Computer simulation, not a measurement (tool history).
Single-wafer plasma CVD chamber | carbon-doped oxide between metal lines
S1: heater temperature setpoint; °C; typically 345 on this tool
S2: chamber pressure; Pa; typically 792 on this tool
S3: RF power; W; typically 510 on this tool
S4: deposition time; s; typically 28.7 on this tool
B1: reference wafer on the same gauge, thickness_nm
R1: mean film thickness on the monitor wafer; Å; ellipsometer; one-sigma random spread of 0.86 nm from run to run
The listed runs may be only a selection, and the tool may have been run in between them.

run 1 hour=0 | S1=345 S2=792 S3=510 S4=28.7 | B1=153.028 | R1=1549.46
run 2 hour=56.8 | S1=345 S2=644 S3=510 S4=28.7 | B1=153.024 | R1=1530.84
run 3 hour=234.5 | S1=345 S2=644 S3=510 S4=28.7 | B1=153.592 | R1=1528.45
run 4 hour=287.5 | S1=345 S2=935 S3=510 S4=28.7 | B1=153.774 | R1=1571.54
run 5 hour=353.9 | S1=345 S2=792 S3=510 S4=28.7 | B1=153.932 | R1=1574.05
run 6 hour=422 | S1=354 S2=792 S3=510 S4=28.7 | B1=154.089 | R1=1519.41
run 7 hour=485.8 | S1=354 S2=792 S3=510 S4=28.7 | B1=154.137 | R1=1524.02
-- hour=540.7 showerhead replaced
run 8 hour=541.7 | S1=340 S2=792 S3=510 S4=28.7 | B1=153.972 | R1=1592.6
-- hour=564.6 gauge calibrated
run 9 hour=575.4 | S1=340 S2=792 S3=510 S4=28.7 | B1=148.7 | R1=1538.2
run 10 hour=636.2 | S1=340 S2=792 S3=510 S4=28.7 | B1=149.247 | R1=1554.03
run 11 hour=677.7 | S1=345 S2=792 S3=510 S4=28.7 | B1=149.975 | R1=1508.09
run 12 hour=717 | S1=345 S2=963 S3=545 S4=30.5 | B1=150.101 | R1=1732
run 13 hour=788.9 | S1=338 S2=792 S3=510 S4=28.7 | B1=150.874 | R1=1592.43
run 14 hour=841.5 | S1=341 S2=792 S3=480 S4=28.7 | B1=151.129 | R1=1502.6
run 15 hour=881.9 | S1=345 S2=963 S3=545 S4=30.5 | B1=151.679 | R1=1744.86
-- hour=917.9 capacitance manometer re-zeroed and calibrated
run 16 hour=932.3 | S1=345 S2=792 S3=510 S4=28.7 | B1=151.92 | R1=1552.65
run 17 hour=967.7 | S1=345 S2=640 S3=510 S4=28.7 | B1=152.061 | R1=1525.9
-- hour=1003.7 thermocouple changed; heater temperature recalibrated
run 18 hour=1017.1 | S1=345 S2=792 S3=550 S4=26.2 | B1=152.004 | R1=1497.47
-- hour=1051.3 RF generator calibrated
run 19 hour=1068.8 | S1=345 S2=792 S3=510 S4=31.7 | B1=152.916 | R1=1713.62
run 20 hour=1097.3 | S1=345 S2=792 S3=510 S4=28.7 | B1=152.533 | R1=1537.14
run 21 hour=1158.6 | S1=345 S2=792 S3=510 S4=23.9 | B1=153.197 | R1=1300.93
run 22 hour=1339 | S1=345 S2=792 S3=510 S4=28.7 | B1=153.096 | R1=1554.61

What if the next run were any one of these 4? Each begins from the tool's condition after run 22:
run A hour=1339.4 | S1=345 S2=792 S3=510 S4=28.7 | B1=? | R1=?
run B hour=1339.4 | S1=360 S2=792 S3=510 S4=28.7 | B1=? | R1=?
run C hour=1339.4 | S1=340 S2=843 S3=510 S4=25.3 | B1=? | R1=?
run D hour=1339.4 | S1=351 S2=792 S3=425 S4=28.7 | B1=? | R1=?

run=A B1=153.405 R1=1557.28
run=B B1=153.405 R1=1485.9
run=C B1=153.405 R1=1406.47
run=D B1=153.405 R1=1334.6
What these runs would have given with no unlogged condition in the tool:
run=A R1=1502.72
run=B R1=1433.84
run=C R1=1357.2
run=D R1=1287.84

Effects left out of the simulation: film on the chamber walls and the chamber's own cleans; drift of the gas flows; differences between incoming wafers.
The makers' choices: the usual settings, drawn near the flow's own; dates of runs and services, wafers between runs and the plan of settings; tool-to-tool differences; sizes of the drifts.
